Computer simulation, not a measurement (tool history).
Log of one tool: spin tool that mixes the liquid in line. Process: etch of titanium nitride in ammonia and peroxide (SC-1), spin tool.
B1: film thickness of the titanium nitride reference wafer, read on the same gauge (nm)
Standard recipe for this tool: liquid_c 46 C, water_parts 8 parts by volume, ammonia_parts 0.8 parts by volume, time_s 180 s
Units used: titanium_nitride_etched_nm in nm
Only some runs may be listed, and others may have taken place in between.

run 1 hour=0 | liquid_c=46 water_parts=8 ammonia_parts=0.8 time_s=180 | B1=60 | titanium_nitride_etched_nm=5.14
run 2 hour=78.9 | liquid_c=46 water_parts=8 ammonia_parts=0.6 time_s=180 | B1=60.06 | titanium_nitride_etched_nm=4.96
run 3 hour=131.2 | liquid_c=46 water_parts=8 ammonia_parts=0.6 time_s=180 | B1=60.06 | titanium_nitride_etched_nm=5.02
run 4 hour=216 | liquid_c=46 water_parts=8 ammonia_parts=0.6 time_s=180 | B1=60 | titanium_nitride_etched_nm=4.91
run 5 hour=275.8 | liquid_c=46 water_parts=5 ammonia_parts=0.8 time_s=180 | B1=59.95 | titanium_nitride_etched_nm=6.42
-- hour=277.7 thermometer replaced
-- hour=299.3 gauge calibrated
-- hour=356.3 new drum of ammonia solution connected
run 6 hour=364.8 | liquid_c=46 water_parts=8 ammonia_parts=0.8 time_s=180 | B1=60 | titanium_nitride_etched_nm=5.15
-- hour=391.3 ammonia flow meter replaced
run 7 hour=455.3 | liquid_c=46 water_parts=5 ammonia_parts=0.8 time_s=240 | B1=60.03 | titanium_nitride_etched_nm=8.48
run 8 hour=562.9 | liquid_c=46 water_parts=8 ammonia_parts=0.8 time_s=180 | B1=60 | titanium_nitride_etched_nm=5.17
-- hour=667.4 heated supply line repaired
run 9 hour=837.6 | liquid_c=38 water_parts=5.5 ammonia_parts=0.8 time_s=180 | B1=60.04 | titanium_nitride_etched_nm=3.55
-- hour=862.5 new drum of ammonia solution connected
run 10 hour=916.7 | liquid_c=46 water_parts=8 ammonia_parts=0.8 time_s=180 | B1=59.98 | titanium_nitride_etched_nm=5.34
run 11 hour=1008.9 | liquid_c=46 water_parts=10.5 ammonia_parts=0.8 time_s=180 | B1=59.96 | titanium_nitride_etched_nm=4.61
run 12 hour=1050.3 | liquid_c=39 water_parts=8 ammonia_parts=0.8 time_s=180 | B1=59.98 | titanium_nitride_etched_nm=3.22
run 13 hour=1153.6 | liquid_c=46 water_parts=8 ammonia_parts=0.8 time_s=180 | B1=60.02 | titanium_nitride_etched_nm=5.35
run 14 hour=1226.4 | liquid_c=41.5 water_parts=6 ammonia_parts=0.8 time_s=180 | B1=60 | titanium_nitride_etched_nm=4.42
run 15 hour=1291.3 | liquid_c=40 water_parts=8 ammonia_parts=0.6 time_s=180 | B1=60 | titanium_nitride_etched_nm=3.28
run 16 hour=1396 | liquid_c=46 water_parts=5 ammonia_parts=0.8 time_s=240 | B1=60.01 | titanium_nitride_etched_nm=8.83
-- hour=1417 new drum of ammonia solution connected
run 17 hour=1438.5 | liquid_c=46 water_parts=8 ammonia_parts=0.8 time_s=180 | B1=60.03 | titanium_nitride_etched_nm=5.31
run 18 hour=1528.5 | liquid_c=46 water_parts=12 ammonia_parts=0.8 time_s=180 | B1=60.01 | titanium_nitride_etched_nm=4.39
run 19 hour=1625.9 | liquid_c=46 water_parts=8 ammonia_parts=0.8 time_s=180 | B1=60.02 | titanium_nitride_etched_nm=5.33
run 20 hour=1665.3 | liquid_c=46 water_parts=8 ammonia_parts=1.1 time_s=275 | B1=60.03 | titanium_nitride_etched_nm=8.49
run 21 hour=1733.1 | liquid_c=46 water_parts=6 ammonia_parts=1.1 time_s=180 | B1=60.02 | titanium_nitride_etched_nm=6.34
-- hour=1805.3 thermometer replaced
run 22 hour=1827.8 | liquid_c=50 water_parts=8 ammonia_parts=0.55 time_s=180 | B1=59.99 | titanium_nitride_etched_nm=6.61
run 23 hour=1901.7 | liquid_c=43.5 water_parts=8 ammonia_parts=0.8 time_s=180 | B1=60.02 | titanium_nitride_etched_nm=4.35
run 24 hour=1949.2 | liquid_c=38 water_parts=8 ammonia_parts=1.1 time_s=180 | B1=59.95 | titanium_nitride_etched_nm=3.02
run 25 hour=2026.1 | liquid_c=40 water_parts=5 ammonia_parts=0.5 time_s=125 | B1=60.05 | titanium_nitride_etched_nm=2.74

Here are 3 independent what-if runs from the current tool condition. What would each one return?
run A hour=2026.6 | liquid_c=46 water_parts=8 ammonia_parts=0.8 time_s=180 | B1=? | titanium_nitride_etched_nm=?
run B hour=2026.6 | liquid_c=38 water_parts=11.5 ammonia_parts=0.8 time_s=180 | B1=? | titanium_nitride_etched_nm=?
run C hour=2026.6 | liquid_c=50 water_parts=8 ammonia_parts=0.45 time_s=290 | B1=? | titanium_nitride_etched_nm=?

run=A B1=60.03 titanium_nitride_etched_nm=5.23
run=B B1=60.03 titanium_nitride_etched_nm=2.42
run=C B1=60.03 titanium_nitride_etched_nm=10.18
Take away the tool's hidden state, keep each run's random variation, and the runs would have read:
run=A titanium_nitride_etched_nm=5.45
run=B titanium_nitride_etched_nm=2.52
run=C titanium_nitride_etched_nm=10.6

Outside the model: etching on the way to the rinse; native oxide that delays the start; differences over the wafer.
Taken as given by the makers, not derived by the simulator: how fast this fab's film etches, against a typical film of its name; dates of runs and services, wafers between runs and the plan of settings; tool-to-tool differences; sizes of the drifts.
